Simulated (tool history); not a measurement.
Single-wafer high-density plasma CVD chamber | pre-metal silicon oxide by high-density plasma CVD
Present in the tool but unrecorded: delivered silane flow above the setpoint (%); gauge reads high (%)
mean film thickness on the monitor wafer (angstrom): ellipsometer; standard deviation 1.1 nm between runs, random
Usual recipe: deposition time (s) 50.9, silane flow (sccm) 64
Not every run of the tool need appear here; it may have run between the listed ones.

| run | hour | deposition time (s) | silane flow (sccm) | wafers since the last listed run | hours since the silane flow controller was replaced | hours since the gauge calibration | read-back reference wafer on the same gauge, thickness_nm | mean film thickness on the monitor wafer (angstrom) |
|---|---|---|---|---|---|---|---|---|
| 1 | 0 | 50.9 | 64 | 0 | 1176.8 | 491.8 | 264.076 | 3237.96 |
| 2 | 92.6 | 50.9 | 64 | 1232 | 1269.4 | 584.4 | 264.455 | 3253.93 |
| 3 | 188.3 | 50.9 | 67 | 1274 | 1365.1 | 680.1 | 264.165 | 3371.65 |
| 4 | 248.5 | 55.3 | 64 | 801 | 1425.3 | 740.3 | 264.473 | 3531.4 |
| 5 | 339.9 | 55.3 | 64 | 1216 | 1516.7 | 831.7 | 264.47 | 3534.59 |
|  | 377.3 | gauge calibrated |
| 6 | 417.9 | 53 | 70 | 1038 | 1594.7 | 40.6 | 264.236 | 3650.76 |
| 7 | 457.4 | 50.9 | 64 | 525 | 1634.2 | 80.1 | 264.165 | 3268.58 |
| 8 | 587.6 | 59.3 | 64 | 1733 | 1764.4 | 210.3 | 264.02 | 3801.86 |
| 9 | 682.8 | 41 | 68 | 1267 | 1859.6 | 305.5 | 264.075 | 2764.28 |
|  | 721.5 | silane flow controller replaced |
| 10 | 723.4 | 50.9 | 64 | 434 | 1.9 | 346.1 | 263.972 | 3113.37 |
| 11 | 830.7 | 50.9 | 64 | 1428 | 109.2 | 453.4 | 263.499 | 3146.18 |
| 12 | 881 | 54 | 55 | 669 | 159.5 | 503.7 | 263.868 | 2953.09 |

Run 13, settings as shown, results not yet in. Your forecast:
| 13 | 966.1 | 44.6 | 58 | 1133 | 244.6 | 588.8 | ? | ? |

{"run 13": {"read-back reference wafer on the same gauge, thickness_nm": 264.003, "mean film thickness on the monitor wafer (angstrom)": 2547.23}}
Without the tool's hidden state the same run would have given mean film thickness on the monitor wafer (angstrom) 2506.16.
